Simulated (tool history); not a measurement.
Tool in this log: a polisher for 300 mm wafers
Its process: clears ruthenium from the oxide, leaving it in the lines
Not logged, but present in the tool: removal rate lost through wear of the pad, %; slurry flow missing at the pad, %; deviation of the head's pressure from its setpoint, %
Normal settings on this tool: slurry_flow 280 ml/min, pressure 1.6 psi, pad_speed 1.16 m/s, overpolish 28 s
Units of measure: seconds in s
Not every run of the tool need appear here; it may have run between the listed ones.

run,day,slurry_flow,pressure,pad_speed,overpolish,wafers since the last listed run,wafers polished on this pad,hours since the slurry nozzle was cleaned,hours since the head pressure was calibrated,"incoming thickness of the incoming film, nm",seconds
1,0.000,280,1.6,1.34,28,0,647,256.3,1025.8,109.2,123.5
2,0.533,280,1.3,1.16,28,104,752,269.1,1038.6,109.3,169.0
3,1.179,280,1.3,1.16,28,126,879,284.6,1054.1,111.1,172.9
4,1.438,280,1.6,1.16,28,50,930,290.8,1060.3,109.8,139.2
5,2.062,280,1.6,1.16,28,122,1053,305.8,1075.3,108.9,137.8
6,2.379,280,1.6,1.16,28,62,1115,313.4,1082.9,108.3,137.7
7,2.733,280,1.9,1.16,28,69,1185,321.9,1091.4,110.4,118.6
8,3.308,280,1.9,1.16,28,113,1298,335.7,1105.2,111.6,119.7
# day 3.754: slurry nozzle cleaned
9,3.900,310,1.6,1.16,28,108,1406,3.5,1119.4,109.7,138.8
# day 4.146: worn pad replaced by a new one
10,4.346,310,1.6,1.16,28,54,39,14.2,1130.1,111.6,134.8
11,4.979,280,1.4,1.16,28,124,164,29.4,1145.3,109.9,152.2
12,5.550,280,1.4,1.16,28,112,276,43.1,1159.0,110.3,151.7
13,7.229,280,1.6,0.86,28,330,606,83.4,1199.3,110.4,161.1
14,7.746,280,1.3,1.40,28,101,707,95.8,1211.7,109.5,148.3
15,8.012,185,1.1,0.98,20,52,760,102.2,1218.1,109.2,228.7
16,8.704,280,1.6,1.16,28,135,896,118.8,1234.7,110.4,140.6
17,9.188,280,2.1,1.54,28,95,991,130.4,1246.3,108.9,84.0
18,9.596,345,1.9,1.16,19,80,1071,140.2,1256.1,109.7,112.7
# day 9.971: head pressure recalibrated
19,10.333,280,1.6,1.16,28,128,1200,157.9,8.7,108.2,149.7
20,10.633,280,1.6,1.16,28,58,1259,165.1,15.9,109.6,153.7
# day 11.033: worn pad replaced by a new one
21,11.142,280,1.6,1.26,28,67,21,177.3,28.1,108.4,135.4
22,13.342,280,1.6,1.16,28,432,454,230.1,80.9,110.9,142.7
23,13.846,345,1.6,1.16,18,99,553,242.2,93.0,109.0,140.7
24,14.104,335,1.4,1.02,14,50,603,248.4,99.2,109.4,180.3
25,14.433,335,1.8,0.92,42,64,668,256.3,107.1,110.6,149.5
26,14.792,280,2.1,1.16,28,70,739,264.9,115.7,112.0,116.0
27,15.154,345,1.6,1.16,18,71,810,273.6,124.4,108.4,142.3
28,15.654,280,1.6,1.16,28,98,908,285.6,136.4,108.5,148.9
29,16.125,330,1.6,1.16,28,92,1001,296.9,147.7,111.0,149.4
30,16.829,280,1.6,1.16,28,138,1139,313.8,164.6,108.1,146.7
# day 17.204: slurry nozzle cleaned
# day 17.292: worn pad replaced by a new one
31,17.312,280,1.6,1.16,28,69,3,2.6,176.2,112.5,148.7
32,17.504,280,2.0,1.40,14,37,41,7.2,180.8,111.2,103.6
33,17.967,280,1.6,1.16,17,90,132,18.3,191.9,110.0,145.4
34,18.333,340,1.6,1.16,28,72,204,27.1,200.7,110.2,142.7
35,19.067,280,1.6,1.16,28,144,348,44.7,218.3,111.3,143.1
36,19.633,280,1.6,1.16,28,111,459,58.3,231.9,110.3,145.0

Give the tool's hidden conditions for every run:
slurry flow missing at the pad, %: 0 on each run
H1: removal rate lost through wear of the pad, %
H2: deviation of the head's pressure from its setpoint, %
run,H1,H2
1,3.79,6.7
2,4.38,6.88
3,5.11,7.09
4,5.39,7.18
5,6.09,7.4
6,6.44,7.51
7,6.84,7.63
8,7.48,7.84
9,8.14,8.05
10,0.404,8.22
11,1.11,8.45
12,1.75,8.66
13,3.62,9.3
14,4.2,9.51
15,4.5,9.61
16,5.27,9.89
17,5.81,10.1
18,6.26,10.2
19,7.09,-0.317
20,7.42,-0.316
21,0.819,-0.312
22,3.27,-0.273
23,3.84,-0.259
24,4.12,-0.251
25,4.49,-0.24
26,4.89,-0.227
27,5.3,-0.213
28,5.85,-0.192
29,6.38,-0.17
30,7.17,-0.134
31,0.789,-0.108
32,1,-0.0966
33,1.52,-0.0687
34,1.93,-0.0453
35,2.75,0.0045
36,3.38,0.0459

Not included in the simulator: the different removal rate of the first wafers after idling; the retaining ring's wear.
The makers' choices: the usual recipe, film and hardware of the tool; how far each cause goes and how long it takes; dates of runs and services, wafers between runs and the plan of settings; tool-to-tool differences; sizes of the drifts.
